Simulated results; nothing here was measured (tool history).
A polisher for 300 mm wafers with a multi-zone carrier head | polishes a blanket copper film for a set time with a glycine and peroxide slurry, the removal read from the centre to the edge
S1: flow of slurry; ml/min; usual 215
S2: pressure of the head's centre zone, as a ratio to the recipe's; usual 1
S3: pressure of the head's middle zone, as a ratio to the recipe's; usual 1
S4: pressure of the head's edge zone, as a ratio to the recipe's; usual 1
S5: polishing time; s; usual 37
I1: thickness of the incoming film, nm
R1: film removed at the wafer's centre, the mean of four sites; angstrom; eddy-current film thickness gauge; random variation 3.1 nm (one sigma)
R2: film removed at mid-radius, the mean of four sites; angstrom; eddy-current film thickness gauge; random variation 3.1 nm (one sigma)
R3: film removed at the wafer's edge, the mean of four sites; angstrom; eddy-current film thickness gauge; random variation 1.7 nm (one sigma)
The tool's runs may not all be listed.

run	hour	S1	S2	S3	S4	S5	I1	R1	R2	R3
1	0	215	1	1	1	37	1947.6	2464	2483	2572
2	31	215	1	1	1	37	1980.9	2361	2429	2464
3	64.4	215	1	1	1	37	1980	2231	2327	2363
4	92.4	215	1	0.96	1	37	1961.6	2148	2130	2317
# hour 113.2: worn pad replaced by a new one
# hour 117.8: slurry nozzle cleaned
5	153.7	215	1	1	1	37	1995.5	2406	2462	2511
6	187.4	215	1	1	1	37	2016.8	2303	2392	2436
# hour 200: edge zone pressure recalibrated
# hour 240.3: worn pad replaced by a new one
7	293.9	215	1	1	1	37	1983.1	2289	2314	2390
8	335	215	0.95	0.93	1.11	37	1955.8	1991	2021	2404
# hour 347.5: slurry nozzle cleaned
# hour 369.9: worn pad replaced by a new one
9	376.7	215	1.12	1	0.9	37	2018	2772	2488	2460
# hour 400.4: carrier head's membrane replaced by a new one
# hour 408.7: centre zone pressure recalibrated
10	435.3	215	1.05	1.08	1.1	46	1975	3042	3089	3158
11	472.6	215	1	1	1	37	1993.5	2189	2213	2334
# hour 515.4: worn pad replaced by a new one
12	522.3	215	1	1.1	1	24	1937.9	1508	1675	1609
# hour 526.7: slurry nozzle cleaned
13	553.3	215	1	1	1	37	1998.5	2395	2421	2533
14	596.3	215	1	0.93	1	25	2008.8	1568	1501	1654
# hour 628.5: worn pad replaced by a new one
15	651.5	215	1	1.04	1	30	2024.9	1898	1997	2043

5 ways to go on from here, each from the tool as it stands after run 15. What would each give?
A	651.9	215	0.95	1	1	37	1979.3	?	?	?
B	651.9	150	0.88	1.08	1.12	37	1979.3	?	?	?
C	651.9	215	1	1.09	0.94	37	1979.3	?	?	?
D	651.9	215	1.04	1.07	1	37	1979.3	?	?	?
E	651.9	245	0.94	1	1	37	1979.3	?	?	?

run	R1	R2	R3
A	2312	2458	2510
B	1996	2462	2534
C	2433	2644	2434
D	2529	2602	2507
E	2338	2506	2546
Without the tool's hidden state the same runs would have given:
run	R1	R2	R3
A	2493	2638	2665
B	2188	2680	2715
C	2624	2838	2584
D	2727	2793	2662
E	2508	2678	2695
